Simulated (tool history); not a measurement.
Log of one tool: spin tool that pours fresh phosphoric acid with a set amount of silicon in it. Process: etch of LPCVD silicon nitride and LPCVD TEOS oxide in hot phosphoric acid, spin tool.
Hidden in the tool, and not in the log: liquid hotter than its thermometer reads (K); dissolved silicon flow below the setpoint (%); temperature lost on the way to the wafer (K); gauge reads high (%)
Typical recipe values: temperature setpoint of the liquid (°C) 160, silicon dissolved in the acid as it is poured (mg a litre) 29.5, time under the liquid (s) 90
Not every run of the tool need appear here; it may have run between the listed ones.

| run | hour | temperature setpoint of the liquid (°C) | silicon dissolved in the acid as it is poured (mg a litre) | time under the liquid (s) | wafers since the last listed run | hours since the thermometer was replaced | hours since the dissolved silicon flow meter was replaced | hours since the heated supply line was repaired | hours since the gauge calibration | read-back film thickness of the LPCVD silicon nitride reference wafer, read on the same gauge (nm) | thickness taken off the LPCVD silicon nitride on a monitor wafer (angstrom) |
|---|---|---|---|---|---|---|---|---|---|---|---|
| 1 | 0 | 160 | 29.5 | 90 | 0 | 675.7 | 1895.8 | 1263 | 105.9 | 130.01 | 67.3 |
| 2 | 8.2 | 160 | 29.5 | 90 | 93 | 683.9 | 1904 | 1271.2 | 114.1 | 129.99 | 66.6 |
| 3 | 23.1 | 158 | 29.5 | 90 | 169 | 698.8 | 1918.9 | 1286.1 | 129 | 130.01 | 61.3 |
| 4 | 33.9 | 160 | 29.5 | 90 | 123 | 709.6 | 1929.7 | 1296.9 | 139.8 | 130 | 66.4 |
| 5 | 43.1 | 160 | 29.5 | 90 | 104 | 718.8 | 1938.9 | 1306.1 | 149 | 130 | 67 |
| 6 | 56.3 | 160 | 29.5 | 90 | 150 | 732 | 1952.1 | 1319.3 | 162.2 | 130.02 | 66.6 |
| 7 | 62.4 | 160 | 29.5 | 90 | 69 | 738.1 | 1958.2 | 1325.4 | 168.3 | 130.01 | 66.3 |
| 8 | 68.6 | 160 | 29.5 | 90 | 70 | 744.3 | 1964.4 | 1331.6 | 174.5 | 129.99 | 66.5 |
| 9 | 78.6 | 160 | 29.5 | 90 | 114 | 754.3 | 1974.4 | 1341.6 | 184.5 | 129.99 | 66.4 |
| 10 | 92.3 | 160 | 29.5 | 90 | 156 | 768 | 1988.1 | 1355.3 | 198.2 | 129.99 | 66.3 |
| 11 | 99.3 | 160 | 29.5 | 90 | 79 | 775 | 1995.1 | 1362.3 | 205.2 | 130 | 65.9 |
|  | 102.1 | heated supply line repaired |
|  | 105.3 | thermometer replaced |
| 12 | 105.8 | 161.5 | 29.5 | 55 | 51 | 0.5 | 2001.6 | 3.7 | 211.7 | 130.02 | 47.4 |
|  | 115.1 | gauge calibrated |
| 13 | 117.6 | 160 | 29.5 | 130 | 134 | 12.3 | 2013.4 | 15.5 | 2.5 | 130 | 106.8 |
| 14 | 133.4 | 158 | 44 | 45 | 180 | 28.1 | 2029.2 | 31.3 | 18.3 | 130 | 34.5 |
| 15 | 145.4 | 160 | 29.5 | 90 | 136 | 40.1 | 2041.2 | 43.3 | 30.3 | 130.02 | 73.5 |
| 16 | 161.7 | 158.5 | 48.5 | 90 | 185 | 56.4 | 2057.5 | 59.6 | 46.6 | 130.01 | 70 |
|  | 166.9 | dissolved silicon flow meter replaced |
| 17 | 178.1 | 157.5 | 40.5 | 75 | 175 | 72.8 | 11.2 | 76 | 63 | 130.01 | 56.3 |
| 18 | 187.1 | 161 | 17.5 | 90 | 102 | 81.8 | 20.2 | 85 | 72 | 129.98 | 75.7 |
| 19 | 203.3 | 160 | 29.5 | 90 | 184 | 98 | 36.4 | 101.2 | 88.2 | 130.01 | 73 |
| 20 | 216.8 | 162 | 29.5 | 90 | 153 | 111.5 | 49.9 | 114.7 | 101.7 | 130 | 78.8 |

Predict each of these 3 candidate next runs independently; none follows another, all start after run 20:
| A | 217.2 | 160 | 29.5 | 90 | 4 | 111.9 | 50.3 | 115.1 | 102.1 | ? | ? |
| B | 217.2 | 160 | 10 | 35 | 4 | 111.9 | 50.3 | 115.1 | 102.1 | ? | ? |
| C | 217.2 | 160 | 40.5 | 135 | 4 | 111.9 | 50.3 | 115.1 | 102.1 | ? | ? |

| run | read-back film thickness of the LPCVD silicon nitride reference wafer, read on the same gauge (nm) | thickness taken off the LPCVD silicon nitride on a monitor wafer (angstrom) |
|---|---|---|
| A | 130.01 | 72.8 |
| B | 130.01 | 28.3 |
| C | 130.01 | 109.1 |
Stripped of hidden state, with their random variation kept, the same runs would have yielded:
| run | thickness taken off the LPCVD silicon nitride on a monitor wafer (angstrom) |
|---|---|
| A | 77 |
| B | 29.9 |
| C | 115.5 |
